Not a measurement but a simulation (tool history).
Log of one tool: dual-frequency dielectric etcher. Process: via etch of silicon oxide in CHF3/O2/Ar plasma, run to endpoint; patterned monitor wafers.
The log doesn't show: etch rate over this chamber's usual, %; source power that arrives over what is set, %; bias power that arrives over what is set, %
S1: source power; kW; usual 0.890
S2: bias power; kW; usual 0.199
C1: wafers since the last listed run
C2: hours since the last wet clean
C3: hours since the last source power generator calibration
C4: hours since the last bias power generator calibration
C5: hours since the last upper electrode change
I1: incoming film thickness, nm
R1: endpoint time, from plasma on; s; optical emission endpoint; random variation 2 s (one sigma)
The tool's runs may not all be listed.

run 1 hour=0.0 | S1=0.800 S2=0.170 | C1=0 C2=629.8 C3=1163.6 C4=3519.1 C5=2956.2 | I1=614.2 | R1=287.6
run 2 hour=44.0 | S1=0.800 S2=0.170 | C1=148 C2=673.8 C3=1207.6 C4=3563.1 C5=3000.2 | I1=611.4 | R1=282.5
-- hour=73.8 wet clean of the chamber
run 3 hour=96.6 | S1=0.890 S2=0.199 | C1=96 C2=22.8 C3=1260.2 C4=3615.7 C5=3052.8 | I1=610.0 | R1=256.6
run 4 hour=189.7 | S1=0.890 S2=0.199 | C1=313 C2=115.9 C3=1353.3 C4=3708.8 C5=3145.9 | I1=611.9 | R1=256.3
run 5 hour=260.9 | S1=0.890 S2=0.199 | C1=239 C2=187.1 C3=1424.5 C4=3780.0 C5=3217.1 | I1=609.8 | R1=252.4
run 6 hour=335.5 | S1=0.890 S2=0.199 | C1=251 C2=261.7 C3=1499.1 C4=3854.6 C5=3291.7 | I1=609.4 | R1=250.2
run 7 hour=422.3 | S1=0.890 S2=0.219 | C1=292 C2=348.5 C3=1585.9 C4=3941.4 C5=3378.5 | I1=613.1 | R1=235.2
run 8 hour=501.1 | S1=1.020 S2=0.199 | C1=265 C2=427.3 C3=1664.7 C4=4020.2 C5=3457.3 | I1=612.1 | R1=233.8
run 9 hour=572.3 | S1=1.020 S2=0.199 | C1=239 C2=498.5 C3=1735.9 C4=4091.4 C5=3528.5 | I1=611.8 | R1=231.0
run 10 hour=640.8 | S1=1.020 S2=0.199 | C1=230 C2=567.0 C3=1804.4 C4=4159.9 C5=3597.0 | I1=609.3 | R1=230.0
run 11 hour=677.3 | S1=1.030 S2=0.231 | C1=122 C2=603.5 C3=1840.9 C4=4196.4 C5=3633.5 | I1=616.5 | R1=210.7
run 12 hour=736.0 | S1=0.890 S2=0.222 | C1=197 C2=662.2 C3=1899.6 C4=4255.1 C5=3692.2 | I1=608.6 | R1=232.8
-- hour=829.9 upper electrode replaced
run 13 hour=830.4 | S1=0.890 S2=0.199 | C1=236 C2=756.6 C3=1994.0 C4=4349.5 C5=0.5 | I1=608.9 | R1=239.0
-- hour=887.3 wet clean of the chamber
run 14 hour=913.1 | S1=1.090 S2=0.225 | C1=197 C2=25.8 C3=2076.7 C4=4432.2 C5=83.2 | I1=608.5 | R1=216.7
run 15 hour=1020.2 | S1=0.740 S2=0.176 | C1=360 C2=132.9 C3=2183.8 C4=4539.3 C5=190.3 | I1=604.7 | R1=295.2
run 16 hour=1233.1 | S1=0.890 S2=0.199 | C1=716 C2=345.8 C3=2396.7 C4=4752.2 C5=403.2 | I1=610.4 | R1=253.0
run 17 hour=1300.4 | S1=0.890 S2=0.173 | C1=226 C2=413.1 C3=2464.0 C4=4819.5 C5=470.5 | I1=607.9 | R1=264.8
run 18 hour=1336.5 | S1=0.710 S2=0.163 | C1=121 C2=449.2 C3=2500.1 C4=4855.6 C5=506.6 | I1=609.8 | R1=311.4
run 19 hour=1377.9 | S1=0.690 S2=0.162 | C1=139 C2=490.6 C3=2541.5 C4=4897.0 C5=548.0 | I1=611.7 | R1=318.5
-- hour=1483.1 source power generator calibrated
run 20 hour=1483.6 | S1=0.830 S2=0.243 | C1=342 C2=596.3 C3=0.5 C4=5002.7 C5=653.7 | I1=611.9 | R1=228.5
run 21 hour=1547.3 | S1=0.820 S2=0.222 | C1=214 C2=660.0 C3=64.2 C4=5066.4 C5=717.4 | I1=610.3 | R1=240.0
-- hour=1624.1 bias power generator calibrated
run 22 hour=1629.3 | S1=0.740 S2=0.217 | C1=262 C2=742.0 C3=146.2 C4=5.2 C5=799.4 | I1=614.2 | R1=257.8
-- hour=1712.3 wet clean of the chamber
run 23 hour=1712.8 | S1=0.820 S2=0.158 | C1=200 C2=0.5 C3=229.7 C4=88.7 C5=882.9 | I1=613.0 | R1=310.0
run 24 hour=1793.4 | S1=0.760 S2=0.234 | C1=271 C2=81.1 C3=310.3 C4=169.3 C5=963.5 | I1=612.1 | R1=258.8
run 25 hour=1874.1 | S1=0.730 S2=0.165 | C1=271 C2=161.8 C3=391.0 C4=250.0 C5=1044.2 | I1=619.3 | R1=318.4
run 26 hour=1950.7 | S1=1.020 S2=0.199 | C1=257 C2=238.4 C3=467.6 C4=326.6 C5=1120.8 | I1=608.7 | R1=239.6
run 27 hour=2003.0 | S1=0.970 S2=0.221 | C1=176 C2=290.7 C3=519.9 C4=378.9 C5=1173.1 | I1=608.5 | R1=227.9
run 28 hour=2107.9 | S1=1.020 S2=0.216 | C1=353 C2=395.6 C3=624.8 C4=483.8 C5=1278.0 | I1=613.4 | R1=228.4
run 29 hour=2265.6 | S1=0.760 S2=0.185 | C1=530 C2=553.3 C3=782.5 C4=641.5 C5=1435.7 | I1=612.5 | R1=281.7
run 30 hour=2318.1 | S1=0.790 S2=0.199 | C1=176 C2=605.8 C3=835.0 C4=694.0 C5=1488.2 | I1=613.6 | R1=260.7
run 31 hour=2366.2 | S1=0.800 S2=0.181 | C1=161 C2=653.9 C3=883.1 C4=742.1 C5=1536.3 | I1=608.8 | R1=271.8
run 32 hour=2429.9 | S1=0.890 S2=0.199 | C1=214 C2=717.6 C3=946.8 C4=805.8 C5=1600.0 | I1=610.6 | R1=246.5
-- hour=2508.2 wet clean of the chamber
run 33 hour=2508.7 | S1=0.950 S2=0.199 | C1=184 C2=0.5 C3=1025.6 C4=884.6 C5=1678.8 | I1=614.1 | R1=247.1
run 34 hour=2780.2 | S1=0.970 S2=0.221 | C1=913 C2=272.0 C3=1297.1 C4=1156.1 C5=1950.3 | I1=608.6 | R1=227.2

The tool's hidden state at each run:
source power that arrives over what is set, %: 0 in every run
bias power that arrives over what is set, %: 0 in every run
H1: etch rate over this chamber's usual, %
run=1 H1=4.27
run=2 H1=4.58
run=3 H1=0.0508
run=4 H1=0.718
run=5 H1=1.23
run=6 H1=1.76
run=7 H1=2.38
run=8 H1=2.95
run=9 H1=3.46
run=10 H1=3.95
run=11 H1=4.21
run=12 H1=4.63
run=13 H1=5.31
run=14 H1=-0.0532
run=15 H1=0.714
run=16 H1=2.24
run=17 H1=2.72
run=18 H1=2.98
run=19 H1=3.28
run=20 H1=4.03
run=21 H1=4.49
run=22 H1=5.08
run=23 H1=-0.948
run=24 H1=-0.37
run=25 H1=0.208
run=26 H1=0.756
run=27 H1=1.13
run=28 H1=1.88
run=29 H1=3.01
run=30 H1=3.39
run=31 H1=3.73
run=32 H1=4.19
run=33 H1=-0.317
run=34 H1=1.63
